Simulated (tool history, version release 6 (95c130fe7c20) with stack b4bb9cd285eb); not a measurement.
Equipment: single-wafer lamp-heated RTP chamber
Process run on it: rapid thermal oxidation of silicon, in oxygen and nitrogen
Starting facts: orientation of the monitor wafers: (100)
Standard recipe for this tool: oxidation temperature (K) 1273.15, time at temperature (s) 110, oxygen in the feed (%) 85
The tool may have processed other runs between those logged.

run     day  oxidation temperature (K)  time at temperature (s)  oxygen in the feed (%)  read-back reference wafer on the same gauge, thickness  oxide thickness on the monitor wafer (angstrom)
  1       0                    1273.15                      110                      85                                                   6.871                                            70.37
  2   2.717                    1273.15                      110                      85                                                    6.86                                            70.27
  3     7.2                    1257.15                       82                      85                                                   6.863                                            54.83
      9.542  -- gauge calibrated
  4  10.983                    1257.15                       82                      85                                                   6.873                                             54.6
  5   14.35                    1273.15                      110                      85                                                   6.877                                            70.37
  6  17.417                    1273.15                      110                      85                                                   6.877                                            70.67
     19.854  -- pyrometer window cleaned and pyrometer calibrated
  7  21.538                    1261.15                      110                      98                                                   6.872                                             67.3
  8  24.138                    1273.15                      110                      85                                                   6.871                                            70.34
  9  28.096                    1273.15                      110                      85                                                    6.87                                            70.15
 10  32.096                    1273.15                      110                      85                                                   6.884                                            70.68
 11  34.083                    1273.15                      110                      85                                                   6.881                                             70.3
     36.896  -- pyrometer window cleaned and pyrometer calibrated
 12  42.208                    1273.15                      110                      55                                                   6.867                                            60.79
 13      44                    1273.15                      110                      98                                                   6.862                                            74.18
     45.925  -- oxygen flow controller replaced
 14   48.05                    1273.15                      110                      85                                                   6.858                                            71.12
 15    52.4                    1273.15                       66                      98                                                   6.868                                            59.13
     52.621  -- gauge calibrated
     52.983  -- pyrometer window cleaned and pyrometer calibrated
 16  54.629                    1273.15                      110                      85                                                   6.875                                            70.19
 17  57.804                    1273.15                      110                      85                                                   6.874                                            69.75
 18  60.379                    1253.15                      153                      98                                                   6.859                                            74.13
 19  62.342                    1297.15                      135                      61                                                   6.863                                            81.86
 20  65.204                    1273.15                       59                      63                                                   6.876                                            48.49
     68.979  -- pyrometer window cleaned and pyrometer calibrated
 21  69.454                    1262.15                       66                      61                                                   6.872                                            45.92
 22  72.221                    1243.15                       82                      98                                                   6.867                                            51.63

Branching from run 22: 3 alternative next runs. What would each branch give?
  A  72.242                    1273.15                       86                      85                                                       ?                                                ?
  B  72.242                    1296.15                      110                      61                                                       ?                                                ?
  C  72.242                    1262.15                       66                      98                                                       ?                                                ?

run  read-back reference wafer on the same gauge, thickness  oxide thickness on the monitor wafer (angstrom)
  A                                                   6.876                                            63.07
  B                                                   6.876                                            74.03
  C                                                   6.876                                            54.36
Without the tool's hidden state the same runs would have given:
run  oxide thickness on the monitor wafer (angstrom)
  A                                            63.07
  B                                            74.03
  C                                            54.36

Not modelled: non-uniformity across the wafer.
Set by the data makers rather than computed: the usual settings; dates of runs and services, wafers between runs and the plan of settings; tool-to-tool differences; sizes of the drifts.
